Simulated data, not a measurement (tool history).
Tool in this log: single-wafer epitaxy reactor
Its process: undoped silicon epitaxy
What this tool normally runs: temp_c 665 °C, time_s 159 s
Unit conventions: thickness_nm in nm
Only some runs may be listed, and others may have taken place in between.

run    hour  temp_c  time_s  read-back reference wafer on the same gauge, thickness_nm  thickness_nm
  1     0.0     675     159                                                     37.368        42.653
  2    46.2     665     176                                                     37.387        39.286
  3   116.0     665     176                                                     37.362        39.529
  4   180.5     665     159                                                     37.423        35.679
  5   242.7     665     159                                                     37.402        35.576
  6   267.3     665     159                                                     37.398        35.819
  7   324.5     665     159                                                     37.423        35.583
  8   367.9     665     159                                                     37.400        35.785
  9   412.4     665     159                                                     37.421        35.748
 10   475.3     665     159                                                     37.413        35.667
 11   499.5     660     141                                                     37.396        28.771
 12   565.6     665     159                                                     37.411        35.728
 13   601.8     665     159                                                     37.389        35.748
      710.0  -- gauge calibrated
 14   712.4     665     159                                                     37.406        35.780
 15   775.1     653     190                                                     37.421        34.197
 16   818.6     665     159                                                     37.390        35.821
 17   869.2     665     159                                                     37.396        35.908
 18   895.7     665     159                                                     37.377        35.698
      917.3  -- pyrometer calibrated
 19   948.1     673     138                                                     37.389        34.854
 20   988.5     657     143                                                     37.427        26.885
 21  1014.5     673     138                                                     37.404        35.199
 22  1069.2     659     138                                                     37.396        27.145
 23  1137.2     652     185                                                     37.399        31.879
 24  1198.6     665     159                                                     37.393        35.113
 25  1250.4     657     159                                                     37.414        30.322
 26  1283.3     665     159                                                     37.416        35.184
 27  1322.5     657     178                                                     37.386        33.979
 28  1367.8     673     159                                                     37.364        40.724
 29  1427.3     674     141                                                     37.425        36.973

Below are 5 alternative next runs, each starting from the tool's condition after run 29. Predict each:
  A  1427.7     665     159                                                          ?             ?
  B  1427.7     678     169                                                          ?             ?
  C  1427.7     665     185                                                          ?             ?
  D  1427.7     674     147                                                          ?             ?
  E  1427.7     665     140                                                          ?             ?

run  read-back reference wafer on the same gauge, thickness_nm  thickness_nm
  A                                                     37.398        35.261
  B                                                     37.398        47.552
  C                                                     37.398        41.026
  D                                                     37.398        38.464
  E                                                     37.398        31.047
Without the tool's hidden state the same runs would have given:
run  thickness_nm
  A        34.717
  B        46.837
  C        40.394
  D        37.881
  E        30.569
